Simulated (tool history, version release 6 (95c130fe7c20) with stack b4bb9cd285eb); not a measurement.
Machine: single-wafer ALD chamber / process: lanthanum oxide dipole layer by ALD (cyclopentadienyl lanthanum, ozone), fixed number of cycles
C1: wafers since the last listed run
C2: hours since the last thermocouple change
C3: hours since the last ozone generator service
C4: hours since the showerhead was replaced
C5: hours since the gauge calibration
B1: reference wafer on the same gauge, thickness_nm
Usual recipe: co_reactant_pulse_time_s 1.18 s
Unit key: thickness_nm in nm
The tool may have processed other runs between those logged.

run 1 hour=0 | co_reactant_pulse_time_s=1.34 | C1=0 C2=2197.8 C3=277.9 C4=2517.7 C5=172.3 | B1=0.436 | thickness_nm=0.475
run 2 hour=19.4 | co_reactant_pulse_time_s=0.82 | C1=399 C2=2217.2 C3=297.3 C4=2537.1 C5=191.7 | B1=0.436 | thickness_nm=0.375
run 3 hour=39.3 | co_reactant_pulse_time_s=0.82 | C1=409 C2=2237.1 C3=317.2 C4=2557 C5=211.6 | B1=0.436 | thickness_nm=0.373
run 4 hour=71.4 | co_reactant_pulse_time_s=0.85 | C1=660 C2=2269.2 C3=349.3 C4=2589.1 C5=243.7 | B1=0.436 | thickness_nm=0.382
run 5 hour=98.4 | co_reactant_pulse_time_s=0.85 | C1=555 C2=2296.2 C3=376.3 C4=2616.1 C5=270.7 | B1=0.435 | thickness_nm=0.379
run 6 hour=111.9 | co_reactant_pulse_time_s=1.48 | C1=277 C2=2309.7 C3=389.8 C4=2629.6 C5=284.2 | B1=0.436 | thickness_nm=0.49
run 7 hour=147.6 | co_reactant_pulse_time_s=1.48 | C1=734 C2=2345.4 C3=425.5 C4=2665.3 C5=319.9 | B1=0.435 | thickness_nm=0.49
run 8 hour=179 | co_reactant_pulse_time_s=1.48 | C1=646 C2=2376.8 C3=456.9 C4=2696.7 C5=351.3 | B1=0.436 | thickness_nm=0.494
run 9 hour=207.6 | co_reactant_pulse_time_s=1.18 | C1=588 C2=2405.4 C3=485.5 C4=2725.3 C5=379.9 | B1=0.437 | thickness_nm=0.454
run 10 hour=243.3 | co_reactant_pulse_time_s=1.18 | C1=734 C2=2441.1 C3=521.2 C4=2761 C5=415.6 | B1=0.436 | thickness_nm=0.454
run 11 hour=261.8 | co_reactant_pulse_time_s=1.18 | C1=380 C2=2459.6 C3=539.7 C4=2779.5 C5=434.1 | B1=0.435 | thickness_nm=0.456
-- hour=278.9 ozone generator serviced
run 12 hour=282.1 | co_reactant_pulse_time_s=1.07 | C1=253 C2=2479.9 C3=3.2 C4=2799.8 C5=454.4 | B1=0.436 | thickness_nm=0.464
-- hour=311.8 thermocouple changed; heater temperature recalibrated
run 13 hour=314.6 | co_reactant_pulse_time_s=1.07 | C1=504 C2=2.8 C3=35.7 C4=2832.3 C5=486.9 | B1=0.437 | thickness_nm=0.457
run 14 hour=328.4 | co_reactant_pulse_time_s=1.07 | C1=283 C2=16.6 C3=49.5 C4=2846.1 C5=500.7 | B1=0.436 | thickness_nm=0.459
run 15 hour=355.4 | co_reactant_pulse_time_s=0.82 | C1=555 C2=43.6 C3=76.5 C4=2873.1 C5=527.7 | B1=0.435 | thickness_nm=0.389
run 16 hour=373.6 | co_reactant_pulse_time_s=1.18 | C1=374 C2=61.8 C3=94.7 C4=2891.3 C5=545.9 | B1=0.435 | thickness_nm=0.466
run 17 hour=407.4 | co_reactant_pulse_time_s=1.18 | C1=695 C2=95.6 C3=128.5 C4=2925.1 C5=579.7 | B1=0.435 | thickness_nm=0.468
run 18 hour=440.5 | co_reactant_pulse_time_s=0.93 | C1=681 C2=128.7 C3=161.6 C4=2958.2 C5=612.8 | B1=0.435 | thickness_nm=0.415
-- hour=450.3 gauge calibrated
run 19 hour=459.2 | co_reactant_pulse_time_s=0.98 | C1=384 C2=147.4 C3=180.3 C4=2976.9 C5=8.9 | B1=0.436 | thickness_nm=0.427
run 20 hour=563.3 | co_reactant_pulse_time_s=0.97 | C1=2141 C2=251.5 C3=284.4 C4=3081 C5=113 | B1=0.436 | thickness_nm=0.416
run 21 hour=656.8 | co_reactant_pulse_time_s=1.18 | C1=1923 C2=345 C3=377.9 C4=3174.5 C5=206.5 | B1=0.436 | thickness_nm=0.46
-- hour=677 showerhead replaced
run 22 hour=679.5 | co_reactant_pulse_time_s=1.59 | C1=302 C2=367.7 C3=400.6 C4=2.5 C5=229.2 | B1=0.436 | thickness_nm=0.5
run 23 hour=696.3 | co_reactant_pulse_time_s=1.49 | C1=345 C2=384.5 C3=417.4 C4=19.3 C5=246 | B1=0.435 | thickness_nm=0.489
run 24 hour=720.3 | co_reactant_pulse_time_s=1.41 | C1=493 C2=408.5 C3=441.4 C4=43.3 C5=270 | B1=0.437 | thickness_nm=0.484
run 25 hour=737.1 | co_reactant_pulse_time_s=1.04 | C1=345 C2=425.3 C3=458.2 C4=60.1 C5=286.8 | B1=0.436 | thickness_nm=0.427
run 26 hour=755.5 | co_reactant_pulse_time_s=1.65 | C1=378 C2=443.7 C3=476.6 C4=78.5 C5=305.2 | B1=0.434 | thickness_nm=0.501
run 27 hour=788.3 | co_reactant_pulse_time_s=1.3 | C1=674 C2=476.5 C3=509.4 C4=111.3 C5=338 | B1=0.438 | thickness_nm=0.474
run 28 hour=808.4 | co_reactant_pulse_time_s=0.89 | C1=413 C2=496.6 C3=529.5 C4=131.4 C5=358.1 | B1=0.435 | thickness_nm=0.388
run 29 hour=824.3 | co_reactant_pulse_time_s=0.81 | C1=327 C2=512.5 C3=545.4 C4=147.3 C5=374 | B1=0.437 | thickness_nm=0.361
run 30 hour=851.7 | co_reactant_pulse_time_s=1.18 | C1=563 C2=539.9 C3=572.8 C4=174.7 C5=401.4 | B1=0.436 | thickness_nm=0.45
run 31 hour=880.5 | co_reactant_pulse_time_s=0.99 | C1=592 C2=568.7 C3=601.6 C4=203.5 C5=430.2 | B1=0.437 | thickness_nm=0.413
-- hour=917.5 ozone generator serviced
run 32 hour=918 | co_reactant_pulse_time_s=1.39 | C1=606 C2=606.2 C3=0.5 C4=241 C5=467.7 | B1=0.437 | thickness_nm=0.5
run 33 hour=937.9 | co_reactant_pulse_time_s=1.64 | C1=409 C2=626.1 C3=20.4 C4=260.9 C5=487.6 | B1=0.437 | thickness_nm=0.515
run 34 hour=958.2 | co_reactant_pulse_time_s=1.61 | C1=417 C2=646.4 C3=40.7 C4=281.2 C5=507.9 | B1=0.436 | thickness_nm=0.509

Across each entry between runs, compare the hidden state at the last listed run before it with the hidden state at the first listed run after it:
Logged between run 11 and run 12: ozone generator serviced (hour 278.9)
  ozone dose above that of a generator just serviced (%): -15 -> -1.14
  what was measured, less what the result would be without the hidden state, thickness_nm: -0.029 -> -0.002 nm
Logged between run 12 and run 13: thermocouple changed; heater temperature recalibrated (hour 311.8)
  ozone dose above that of a generator just serviced (%): -1.14 -> -3.37
  what was measured, less what the result would be without the hidden state, thickness_nm: -0.002 -> -0.006 nm
Logged between run 18 and run 19: gauge calibrated (hour 450.3)
  ozone dose above that of a generator just serviced (%): -9.3 -> -9.91
  what was measured, less what the result would be without the hidden state, thickness_nm: -0.021 -> -0.022 nm
Logged between run 21 and run 22: showerhead replaced (hour 677)
  ozone dose above that of a generator just serviced (%): -13.8 -> -14.1
  what was measured, less what the result would be without the hidden state, thickness_nm: -0.026 -> -0.014 nm
Logged between run 31 and run 32: ozone generator serviced (hour 917.5)
  ozone dose above that of a generator just serviced (%): -15.4 -> -0.467
  what was measured, less what the result would be without the hidden state, thickness_nm: -0.036 -> -0.001 nm
